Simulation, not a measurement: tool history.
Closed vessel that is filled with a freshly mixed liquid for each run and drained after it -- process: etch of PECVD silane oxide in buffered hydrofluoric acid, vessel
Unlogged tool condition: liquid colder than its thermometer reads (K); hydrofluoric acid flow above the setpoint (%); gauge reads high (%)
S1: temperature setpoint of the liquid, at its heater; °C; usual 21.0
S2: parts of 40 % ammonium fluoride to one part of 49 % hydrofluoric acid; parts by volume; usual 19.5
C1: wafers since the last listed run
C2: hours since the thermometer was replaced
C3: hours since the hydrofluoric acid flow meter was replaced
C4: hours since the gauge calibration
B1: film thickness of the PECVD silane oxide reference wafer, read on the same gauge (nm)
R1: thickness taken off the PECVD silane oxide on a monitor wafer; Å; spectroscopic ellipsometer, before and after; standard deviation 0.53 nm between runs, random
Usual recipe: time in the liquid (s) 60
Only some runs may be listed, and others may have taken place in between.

{"run": 1, "hour": 0.0, "S1": 21.0, "S2": 19.5, "time in the liquid (s)": 60, "C1": 0, "C2": 199.9, "C3": 1477.1, "C4": 463.0, "B1": 70.0, "R1": 704.5}
{"run": 2, "hour": 200.8, "S1": 21.0, "S2": 16.0, "time in the liquid (s)": 60, "C1": 19414, "C2": 400.7, "C3": 1677.9, "C4": 663.8, "B1": 70.03, "R1": 859.9}
{"run": 3, "hour": 227.8, "S1": 21.0, "S2": 19.5, "time in the liquid (s)": 60, "C1": 2610, "C2": 427.7, "C3": 1704.9, "C4": 690.8, "B1": 69.99, "R1": 709.5}
{"run": 4, "hour": 262.1, "S1": 21.0, "S2": 19.5, "time in the liquid (s)": 60, "C1": 3316, "C2": 462.0, "C3": 1739.2, "C4": 725.1, "B1": 70.03, "R1": 705.2}
{"run": 5, "hour": 324.4, "S1": 21.0, "S2": 19.5, "time in the liquid (s)": 60, "C1": 6023, "C2": 524.3, "C3": 1801.5, "C4": 787.4, "B1": 69.99, "R1": 701.1}
{"run": 6, "hour": 392.8, "S1": 19.0, "S2": 23.0, "time in the liquid (s)": 60, "C1": 6613, "C2": 592.7, "C3": 1869.9, "C4": 855.8, "B1": 69.98, "R1": 555.7}
{"run": 7, "hour": 436.9, "S1": 19.0, "S2": 23.0, "time in the liquid (s)": 60, "C1": 4263, "C2": 636.8, "C3": 1914.0, "C4": 899.9, "B1": 70.04, "R1": 549.4}
{"run": 8, "hour": 461.1, "S1": 21.0, "S2": 19.5, "time in the liquid (s)": 60, "C1": 2339, "C2": 661.0, "C3": 1938.2, "C4": 924.1, "B1": 70.0, "R1": 711.4}
{"run": 9, "hour": 506.3, "S1": 21.0, "S2": 19.5, "time in the liquid (s)": 60, "C1": 4370, "C2": 706.2, "C3": 1983.4, "C4": 969.3, "B1": 69.97, "R1": 720.0}
{"hour": 548.4, "done": "thermometer replaced"}
{"run": 10, "hour": 549.6, "S1": 21.0, "S2": 19.5, "time in the liquid (s)": 60, "C1": 4089, "C2": 1.2, "C3": 2026.7, "C4": 1012.6, "B1": 69.99, "R1": 716.7}
{"run": 11, "hour": 578.3, "S1": 21.0, "S2": 19.5, "time in the liquid (s)": 45, "C1": 2774, "C2": 29.9, "C3": 2055.4, "C4": 1041.3, "B1": 69.99, "R1": 542.7}
{"run": 12, "hour": 646.5, "S1": 21.0, "S2": 19.5, "time in the liquid (s)": 45, "C1": 6593, "C2": 98.1, "C3": 2123.6, "C4": 1109.5, "B1": 70.01, "R1": 541.0}
{"run": 13, "hour": 676.1, "S1": 21.0, "S2": 19.5, "time in the liquid (s)": 45, "C1": 2861, "C2": 127.7, "C3": 2153.2, "C4": 1139.1, "B1": 69.96, "R1": 545.6}
{"run": 14, "hour": 709.6, "S1": 21.0, "S2": 17.5, "time in the liquid (s)": 60, "C1": 3238, "C2": 161.2, "C3": 2186.7, "C4": 1172.6, "B1": 70.04, "R1": 803.7}
{"run": 15, "hour": 780.0, "S1": 21.0, "S2": 17.5, "time in the liquid (s)": 60, "C1": 6806, "C2": 231.6, "C3": 2257.1, "C4": 1243.0, "B1": 69.98, "R1": 801.3}
{"run": 16, "hour": 833.9, "S1": 21.0, "S2": 17.5, "time in the liquid (s)": 60, "C1": 5211, "C2": 285.5, "C3": 2311.0, "C4": 1296.9, "B1": 70.02, "R1": 810.6}
{"hour": 867.3, "done": "gauge calibrated"}
{"run": 17, "hour": 870.1, "S1": 21.0, "S2": 17.5, "time in the liquid (s)": 60, "C1": 3500, "C2": 321.7, "C3": 2347.2, "C4": 2.8, "B1": 70.0, "R1": 806.9}
{"run": 18, "hour": 934.1, "S1": 21.0, "S2": 19.5, "time in the liquid (s)": 60, "C1": 6187, "C2": 385.7, "C3": 2411.2, "C4": 66.8, "B1": 69.99, "R1": 726.0}
{"hour": 979.0, "done": "hydrofluoric acid flow meter replaced"}
{"run": 19, "hour": 1001.8, "S1": 17.0, "S2": 19.5, "time in the liquid (s)": 80, "C1": 6448, "C2": 453.4, "C3": 22.8, "C4": 134.5, "B1": 69.95, "R1": 717.3}
{"run": 20, "hour": 1044.6, "S1": 21.0, "S2": 19.5, "time in the liquid (s)": 60, "C1": 4138, "C2": 496.2, "C3": 65.6, "C4": 177.3, "B1": 69.99, "R1": 662.2}
{"hour": 1107.2, "done": "thermometer replaced"}
{"run": 21, "hour": 1110.7, "S1": 21.0, "S2": 15.5, "time in the liquid (s)": 60, "C1": 6294, "C2": 3.5, "C3": 131.7, "C4": 243.4, "B1": 69.97, "R1": 834.8}
{"run": 22, "hour": 1150.8, "S1": 19.0, "S2": 23.5, "time in the liquid (s)": 35, "C1": 3877, "C2": 43.6, "C3": 171.8, "C4": 283.5, "B1": 70.02, "R1": 302.8}
{"run": 23, "hour": 1218.1, "S1": 25.5, "S2": 25.0, "time in the liquid (s)": 95, "C1": 6506, "C2": 110.9, "C3": 239.1, "C4": 350.8, "B1": 69.99, "R1": 1145.6}
{"run": 24, "hour": 1282.2, "S1": 24.0, "S2": 27.5, "time in the liquid (s)": 60, "C1": 6197, "C2": 175.0, "C3": 303.2, "C4": 414.9, "B1": 70.01, "R1": 617.9}
{"run": 25, "hour": 1333.8, "S1": 25.0, "S2": 12.5, "time in the liquid (s)": 50, "C1": 4989, "C2": 226.6, "C3": 354.8, "C4": 466.5, "B1": 70.0, "R1": 1083.6}
{"run": 26, "hour": 1389.4, "S1": 21.0, "S2": 16.5, "time in the liquid (s)": 60, "C1": 5375, "C2": 282.2, "C3": 410.4, "C4": 522.1, "B1": 69.96, "R1": 800.3}
{"run": 27, "hour": 1454.2, "S1": 21.0, "S2": 19.5, "time in the liquid (s)": 60, "C1": 6265, "C2": 347.0, "C3": 475.2, "C4": 586.9, "B1": 70.01, "R1": 679.4}
{"run": 28, "hour": 1480.5, "S1": 23.5, "S2": 16.5, "time in the liquid (s)": 80, "C1": 2542, "C2": 373.3, "C3": 501.5, "C4": 613.2, "B1": 70.02, "R1": 1215.0}
{"run": 29, "hour": 1540.9, "S1": 18.0, "S2": 14.0, "time in the liquid (s)": 95, "C1": 5839, "C2": 433.7, "C3": 561.9, "C4": 673.6, "B1": 69.94, "R1": 1259.8}
{"run": 30, "hour": 1592.8, "S1": 21.0, "S2": 19.5, "time in the liquid (s)": 60, "C1": 5018, "C2": 485.6, "C3": 613.8, "C4": 725.5, "B1": 70.02, "R1": 680.1}
{"run": 31, "hour": 1629.0, "S1": 21.0, "S2": 13.0, "time in the liquid (s)": 50, "C1": 3500, "C2": 521.8, "C3": 650.0, "C4": 761.7, "B1": 70.0, "R1": 844.0}
{"run": 32, "hour": 1693.6, "S1": 26.0, "S2": 19.5, "time in the liquid (s)": 60, "C1": 6245, "C2": 586.4, "C3": 714.6, "C4": 826.3, "B1": 70.01, "R1": 909.2}
{"hour": 1755.2, "done": "thermometer replaced"}
{"run": 33, "hour": 1762.0, "S1": 26.0, "S2": 19.5, "time in the liquid (s)": 75, "C1": 6516, "C2": 6.8, "C3": 783.0, "C4": 894.7, "B1": 70.0, "R1": 1134.9}

Alternative continuations, all from the tool just after run 33; predict every row:
{"run": "A", "hour": 1762.7, "S1": 21.0, "S2": 26.5, "time in the liquid (s)": 60, "C1": 67, "C2": 7.5, "C3": 783.7, "C4": 895.4, "B1": "?", "R1": "?"}
{"run": "B", "hour": 1762.7, "S1": 23.0, "S2": 15.0, "time in the liquid (s)": 60, "C1": 67, "C2": 7.5, "C3": 783.7, "C4": 895.4, "B1": "?", "R1": "?"}
{"run": "C", "hour": 1762.7, "S1": 23.0, "S2": 17.5, "time in the liquid (s)": 40, "C1": 67, "C2": 7.5, "C3": 783.7, "C4": 895.4, "B1": "?", "R1": "?"}

run=A B1=70.02 R1=547.7
run=B B1=70.02 R1=999.4
run=C B1=70.02 R1=572.5
Without the tool's hidden state the same runs would have given:
run=A R1=531.1
run=B R1=956.8
run=C R1=548.0
